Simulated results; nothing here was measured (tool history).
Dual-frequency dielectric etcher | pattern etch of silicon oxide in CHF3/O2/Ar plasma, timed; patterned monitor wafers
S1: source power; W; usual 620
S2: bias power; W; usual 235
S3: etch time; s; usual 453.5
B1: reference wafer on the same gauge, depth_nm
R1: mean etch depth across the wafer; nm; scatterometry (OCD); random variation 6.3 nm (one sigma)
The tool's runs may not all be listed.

Run 1, day 0.000: usual settings but S1 560 W; B1 819.7. Result: R1 924.5 nm.
Run 2, day 0.996: usual settings but S1 560 W; B1 819.7. Result: R1 936.8 nm.
At day 2.262: bias power generator calibrated.
Run 3, day 2.404: usual settings but S1 560 W; B1 818.9. Result: R1 934.9 nm.
Run 4, day 3.300: usual settings; B1 820.7. Result: R1 977.3 nm.
Run 5, day 3.825: usual settings; B1 819.4. Result: R1 967.4 nm.
Run 6, day 4.683: usual settings; B1 820.7. Result: R1 968.9 nm.
Run 7, day 6.054: usual settings; B1 819.1. Result: R1 968.7 nm.
Run 8, day 6.862: usual settings; B1 821.0. Result: R1 966.8 nm.
Run 9, day 8.212: usual settings; B1 821.2. Result: R1 959.7 nm.
Run 10, day 9.312: usual settings; B1 822.1. Result: R1 959.4 nm.
Run 11, day 9.917: usual settings; B1 821.2. Result: R1 961.7 nm.
At day 11.121: wet clean of the chamber.
Run 12, day 11.271: usual settings but S2 284 W, S3 415.0 s; B1 819.6. Result: R1 965.9 nm.
Run 13, day 12.438: usual settings but S1 770 W, S2 278 W, S3 492.5 s; B1 820.2. Result: R1 1240.4 nm.
Run 14, day 13.533: usual settings; B1 821.5. Result: R1 990.4 nm.
At day 14.496: source power generator calibrated.
Run 15, day 14.771: usual settings but S2 193 W, S3 347.0 s; B1 819.4. Result: R1 730.0 nm.
Run 16, day 15.888: usual settings; B1 820.9. Result: R1 996.5 nm.
Run 17, day 16.967: usual settings but S1 740 W, S2 258 W, S3 378.5 s; B1 818.4. Result: R1 918.9 nm.
Run 18, day 18.112: usual settings but S2 179 W, S3 407.0 s; B1 819.0. Result: R1 839.6 nm.
At day 18.429: gauge calibrated.
Run 19, day 19.233: usual settings; B1 818.6. Result: R1 991.6 nm.
Run 20, day 20.683: usual settings but S1 550 W; B1 820.1. Result: R1 941.3 nm.
At day 22.304: upper electrode replaced.
Run 21, day 22.325: usual settings but S1 500 W, S3 553.5 s; B1 820.5. Result: R1 1094.5 nm.
Run 22, day 22.575: usual settings but S1 720 W, S3 536.5 s; B1 819.8. Result: R1 1250.9 nm.
Run 23, day 23.896: usual settings but S3 327.5 s; B1 820.9. Result: R1 703.4 nm.
Run 24, day 24.754: usual settings but S1 470 W, S3 410.5 s; B1 821.6. Result: R1 782.8 nm.
Run 25, day 25.871: usual settings; B1 821.7. Result: R1 982.5 nm.
Run 26, day 29.171: usual settings but S1 740 W, S2 187 W, S3 551.5 s; B1 821.4. Result: R1 1209.5 nm.
Run 27, day 30.392: usual settings but S2 186 W, S3 538.5 s; B1 818.8. Result: R1 1085.8 nm.
Run 28, day 31.042: usual settings; B1 820.0. Result: R1 967.9 nm.
At day 32.179: wet clean of the chamber.
Run 29, day 32.200: usual settings but S2 204 W, S3 416.0 s; B1 819.9. Result: R1 892.1 nm.
Run 30, day 33.454: usual settings but S1 490 W, S2 282 W, S3 558.0 s; B1 820.9. Result: R1 1151.8 nm.

Forecast each of these 4 alternatives for the next run:
Run A, day 33.475: usual settings; B1 ?. Result: R1 ?.
Run B, day 33.475: usual settings but S1 480 W; B1 ?. Result: R1 ?.
Run C, day 33.475: usual settings but S1 670 W, S2 263 W, S3 342.0 s; B1 ?. Result: R1 ?.
Run D, day 33.475: usual settings but S1 530 W; B1 ?. Result: R1 ?.

run     B1     R1
  A  819.5  999.8
  B  819.5  890.1
  C  819.5  802.2
  D  819.5  931.7
Without the tool's hidden state the same runs would have given:
run      R1
  A  1003.0
  B   892.9
  C   804.8
  D   934.6

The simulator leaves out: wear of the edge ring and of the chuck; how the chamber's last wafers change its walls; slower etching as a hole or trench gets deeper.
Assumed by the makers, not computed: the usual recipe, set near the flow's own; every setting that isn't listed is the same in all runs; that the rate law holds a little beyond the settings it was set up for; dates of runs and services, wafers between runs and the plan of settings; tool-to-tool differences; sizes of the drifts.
